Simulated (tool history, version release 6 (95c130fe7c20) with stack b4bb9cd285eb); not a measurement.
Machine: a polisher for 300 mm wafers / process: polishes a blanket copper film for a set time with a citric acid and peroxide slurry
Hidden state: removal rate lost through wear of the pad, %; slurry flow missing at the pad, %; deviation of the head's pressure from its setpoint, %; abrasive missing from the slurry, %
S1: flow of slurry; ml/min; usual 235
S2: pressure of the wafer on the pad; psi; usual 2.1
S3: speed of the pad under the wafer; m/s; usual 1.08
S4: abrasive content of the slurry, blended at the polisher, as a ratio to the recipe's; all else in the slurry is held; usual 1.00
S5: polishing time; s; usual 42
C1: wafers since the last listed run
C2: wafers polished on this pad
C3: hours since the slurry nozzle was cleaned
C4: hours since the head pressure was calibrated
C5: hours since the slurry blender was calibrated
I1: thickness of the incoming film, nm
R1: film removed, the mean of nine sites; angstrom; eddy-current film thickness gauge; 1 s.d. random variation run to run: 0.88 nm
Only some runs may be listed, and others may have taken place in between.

{"run": 1, "hour": 0.0, "S1": 235, "S2": 2.1, "S3": 0.84, "S4": 1.0, "S5": 42, "C1": 0, "C2": 526, "C3": 249.7, "C4": 36.6, "C5": 290.5, "I1": 974.5, "R1": 434}
{"run": 2, "hour": 13.9, "S1": 235, "S2": 2.1, "S3": 0.84, "S4": 1.0, "S5": 42, "C1": 155, "C2": 682, "C3": 263.6, "C4": 50.5, "C5": 304.4, "I1": 938.9, "R1": 429}
{"run": 3, "hour": 36.0, "S1": 235, "S2": 2.1, "S3": 1.08, "S4": 1.0, "S5": 42, "C1": 247, "C2": 930, "C3": 285.7, "C4": 72.6, "C5": 326.5, "I1": 962.6, "R1": 530}
{"run": 4, "hour": 71.9, "S1": 260, "S2": 2.1, "S3": 1.08, "S4": 1.0, "S5": 42, "C1": 402, "C2": 1333, "C3": 321.6, "C4": 108.5, "C5": 362.4, "I1": 950.0, "R1": 524}
{"hour": 96.2, "done": "slurry blender recalibrated"}
{"run": 5, "hour": 99.6, "S1": 175, "S2": 2.1, "S3": 1.08, "S4": 1.0, "S5": 42, "C1": 288, "C2": 1621, "C3": 349.3, "C4": 136.2, "C5": 3.4, "I1": 946.8, "R1": 560}
{"hour": 124.3, "done": "worn pad replaced by a new one"}
{"run": 6, "hour": 124.8, "S1": 175, "S2": 2.1, "S3": 1.08, "S4": 1.0, "S5": 42, "C1": 237, "C2": 5, "C3": 374.5, "C4": 161.4, "C5": 28.6, "I1": 962.0, "R1": 552}
{"run": 7, "hour": 135.6, "S1": 235, "S2": 2.1, "S3": 0.82, "S4": 1.0, "S5": 42, "C1": 121, "C2": 126, "C3": 385.3, "C4": 172.2, "C5": 39.4, "I1": 938.6, "R1": 456}
{"run": 8, "hour": 155.6, "S1": 235, "S2": 2.1, "S3": 1.08, "S4": 1.0, "S5": 42, "C1": 224, "C2": 351, "C3": 405.3, "C4": 192.2, "C5": 59.4, "I1": 941.4, "R1": 567}
{"run": 9, "hour": 173.7, "S1": 235, "S2": 2.1, "S3": 1.08, "S4": 1.0, "S5": 42, "C1": 203, "C2": 554, "C3": 423.4, "C4": 210.3, "C5": 77.5, "I1": 951.5, "R1": 563}
{"run": 10, "hour": 195.2, "S1": 235, "S2": 2.1, "S3": 1.08, "S4": 1.0, "S5": 42, "C1": 241, "C2": 795, "C3": 444.9, "C4": 231.8, "C5": 99.0, "I1": 960.4, "R1": 584}
{"run": 11, "hour": 225.0, "S1": 235, "S2": 2.1, "S3": 1.08, "S4": 1.0, "S5": 42, "C1": 334, "C2": 1129, "C3": 474.7, "C4": 261.6, "C5": 128.8, "I1": 949.8, "R1": 573}
{"run": 12, "hour": 251.5, "S1": 235, "S2": 2.1, "S3": 1.08, "S4": 1.0, "S5": 42, "C1": 297, "C2": 1426, "C3": 501.2, "C4": 288.1, "C5": 155.3, "I1": 949.9, "R1": 584}
{"hour": 271.7, "done": "worn pad replaced by a new one, of another model than before"}
{"run": 13, "hour": 272.2, "S1": 235, "S2": 2.1, "S3": 1.08, "S4": 1.0, "S5": 42, "C1": 187, "C2": 5, "C3": 521.9, "C4": 308.8, "C5": 176.0, "I1": 961.4, "R1": 567}
{"run": 14, "hour": 292.9, "S1": 235, "S2": 2.1, "S3": 1.32, "S4": 1.0, "S5": 42, "C1": 232, "C2": 237, "C3": 542.6, "C4": 329.5, "C5": 196.7, "I1": 955.3, "R1": 656}
{"run": 15, "hour": 310.5, "S1": 255, "S2": 1.5, "S3": 1.08, "S4": 1.0, "S5": 42, "C1": 197, "C2": 434, "C3": 560.2, "C4": 347.1, "C5": 214.3, "I1": 960.4, "R1": 430}
{"hour": 330.9, "done": "head pressure recalibrated"}
{"run": 16, "hour": 340.6, "S1": 310, "S2": 2.1, "S3": 1.08, "S4": 1.0, "S5": 54, "C1": 315, "C2": 749, "C3": 590.3, "C4": 9.7, "C5": 244.4, "I1": 969.6, "R1": 736}
{"hour": 408.0, "done": "slurry blender recalibrated"}
{"hour": 434.8, "done": "worn pad replaced by a new one"}
{"run": 17, "hour": 435.3, "S1": 235, "S2": 2.1, "S3": 1.08, "S4": 1.0, "S5": 42, "C1": 994, "C2": 5, "C3": 685.0, "C4": 104.4, "C5": 27.3, "I1": 964.5, "R1": 569}
{"run": 18, "hour": 464.3, "S1": 165, "S2": 2.1, "S3": 1.08, "S4": 1.0, "S5": 42, "C1": 325, "C2": 331, "C3": 714.0, "C4": 133.4, "C5": 56.3, "I1": 974.8, "R1": 579}
{"hour": 489.3, "done": "slurry nozzle cleaned"}
{"run": 19, "hour": 496.3, "S1": 235, "S2": 2.1, "S3": 1.08, "S4": 1.0, "S5": 42, "C1": 347, "C2": 678, "C3": 7.0, "C4": 165.4, "C5": 88.3, "I1": 964.2, "R1": 589}
{"run": 20, "hour": 511.5, "S1": 235, "S2": 2.1, "S3": 1.08, "S4": 1.0, "S5": 42, "C1": 170, "C2": 849, "C3": 22.2, "C4": 180.6, "C5": 103.5, "I1": 968.2, "R1": 566}
{"run": 21, "hour": 532.1, "S1": 235, "S2": 2.1, "S3": 1.08, "S4": 1.0, "S5": 42, "C1": 231, "C2": 1080, "C3": 42.8, "C4": 201.2, "C5": 124.1, "I1": 977.0, "R1": 572}
{"run": 22, "hour": 562.1, "S1": 235, "S2": 2.1, "S3": 1.08, "S4": 1.0, "S5": 42, "C1": 336, "C2": 1416, "C3": 72.8, "C4": 231.2, "C5": 154.1, "I1": 959.6, "R1": 579}
{"hour": 595.2, "done": "worn pad replaced by a new one"}
{"run": 23, "hour": 596.3, "S1": 235, "S2": 2.1, "S3": 1.08, "S4": 1.1, "S5": 52, "C1": 338, "C2": 12, "C3": 107.0, "C4": 265.4, "C5": 188.3, "I1": 954.4, "R1": 721}
{"run": 24, "hour": 632.1, "S1": 235, "S2": 1.6, "S3": 0.74, "S4": 1.0, "S5": 42, "C1": 401, "C2": 413, "C3": 142.8, "C4": 301.2, "C5": 224.1, "I1": 950.4, "R1": 367}
{"hour": 642.4, "done": "head pressure recalibrated"}
{"run": 25, "hour": 659.0, "S1": 235, "S2": 2.1, "S3": 1.08, "S4": 1.0, "S5": 42, "C1": 279, "C2": 693, "C3": 169.7, "C4": 16.6, "C5": 251.0, "I1": 952.1, "R1": 563}
{"run": 26, "hour": 683.8, "S1": 235, "S2": 2.1, "S3": 1.08, "S4": 1.0, "S5": 57, "C1": 278, "C2": 971, "C3": 194.5, "C4": 41.4, "C5": 275.8, "I1": 960.4, "R1": 750}
{"run": 27, "hour": 702.7, "S1": 210, "S2": 1.5, "S3": 1.22, "S4": 1.0, "S5": 42, "C1": 211, "C2": 1183, "C3": 213.4, "C4": 60.3, "C5": 294.7, "I1": 963.0, "R1": 463}
{"hour": 734.1, "done": "slurry blender recalibrated"}
{"run": 28, "hour": 734.6, "S1": 165, "S2": 1.7, "S3": 1.08, "S4": 1.0, "S5": 42, "C1": 335, "C2": 1518, "C3": 245.3, "C4": 92.2, "C5": 0.5, "I1": 965.5, "R1": 490}
{"hour": 739.1, "done": "worn pad replaced by a new one"}
{"run": 29, "hour": 753.9, "S1": 235, "S2": 1.7, "S3": 1.08, "S4": 1.0, "S5": 29, "C1": 171, "C2": 165, "C3": 264.6, "C4": 111.5, "C5": 19.8, "I1": 963.6, "R1": 343}

The tool's hidden state at each run:
removal rate lost through wear of the pad, %: 0 on each run
slurry flow missing at the pad, %: 0 on each run
deviation of the head's pressure from its setpoint, %: 0 on each run
H1: abrasive missing from the slurry, %
run=1 H1=28.1
run=2 H1=30.5
run=3 H1=34.5
run=4 H1=41.7
run=5 H1=4.52
run=6 H1=4.76
run=7 H1=4.97
run=8 H1=5.54
run=9 H1=6.25
run=10 H1=7.35
run=11 H1=9.3
run=12 H1=11.5
run=13 H1=13.5
run=14 H1=15.7
run=15 H1=17.8
run=16 H1=21.7
run=17 H1=1.74
run=18 H1=2.44
run=19 H1=3.78
run=20 H1=4.62
run=21 H1=5.97
run=22 H1=8.38
run=23 H1=11.8
run=24 H1=16
run=25 H1=19.7
run=26 H1=23.5
run=27 H1=26.6
run=28 H1=1.99
run=29 H1=2.1
